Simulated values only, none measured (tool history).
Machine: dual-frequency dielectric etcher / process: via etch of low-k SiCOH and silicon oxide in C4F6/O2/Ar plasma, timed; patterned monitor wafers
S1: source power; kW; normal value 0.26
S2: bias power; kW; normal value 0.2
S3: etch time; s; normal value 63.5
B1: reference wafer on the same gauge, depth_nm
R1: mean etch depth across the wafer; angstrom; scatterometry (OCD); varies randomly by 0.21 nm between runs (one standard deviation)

Run 1, hour 0: usual settings but S2 0.24 kW; B1 145. Result: R1 1492 angstrom.
Run 2, hour 65.7: usual settings but S2 0.24 kW; B1 145. Result: R1 1492 angstrom.
Run 3, hour 118.4: usual settings; B1 145. Result: R1 1416 angstrom.
Run 4, hour 150.2: usual settings; B1 145. Result: R1 1409 angstrom.
At hour 235.8: upper electrode replaced.
Run 5, hour 236.3: usual settings but S2 0.236 kW; B1 145. Result: R1 1475 angstrom.
Run 6, hour 245.5: usual settings but S2 0.236 kW; B1 145. Result: R1 1476 angstrom.
At hour 271: source power generator calibrated.
At hour 278.4: wet clean of the chamber.
Run 7, hour 303.7: usual settings; B1 145. Result: R1 1425 angstrom.
Run 8, hour 367.4: usual settings; B1 145. Result: R1 1422 angstrom.
Run 9, hour 393.4: usual settings but S1 0.2 kW, S2 0.227 kW, S3 69 s; B1 145. Result: R1 1471 angstrom.
At hour 421.1: gauge calibrated.
Run 10, hour 428.7: usual settings but S1 0.28 kW, S3 70 s; B1 145.1. Result: R1 1602 angstrom.
Run 11, hour 478: usual settings but S1 0.31 kW; B1 145. Result: R1 1501 angstrom.
Run 12, hour 540.7: usual settings but S2 0.15 kW; B1 145. Result: R1 1316 angstrom.
At hour 549.8: bias power generator calibrated.
Run 13, hour 600.2: usual settings but S1 0.31 kW, S2 0.214 kW, S3 74.5 s; B1 145.1. Result: R1 1774 angstrom.

Predict the results of run 14:
At hour 641.7: wet clean of the chamber.
Run 14, hour 658.1: usual settings; B1 ?. Result: R1 ?.

{"run 14": {"B1": 144.9, "R1": 1419}}
If the tool had no hidden condition, the same run with the same run-to-run variation would have returned R1 1417 angstrom.
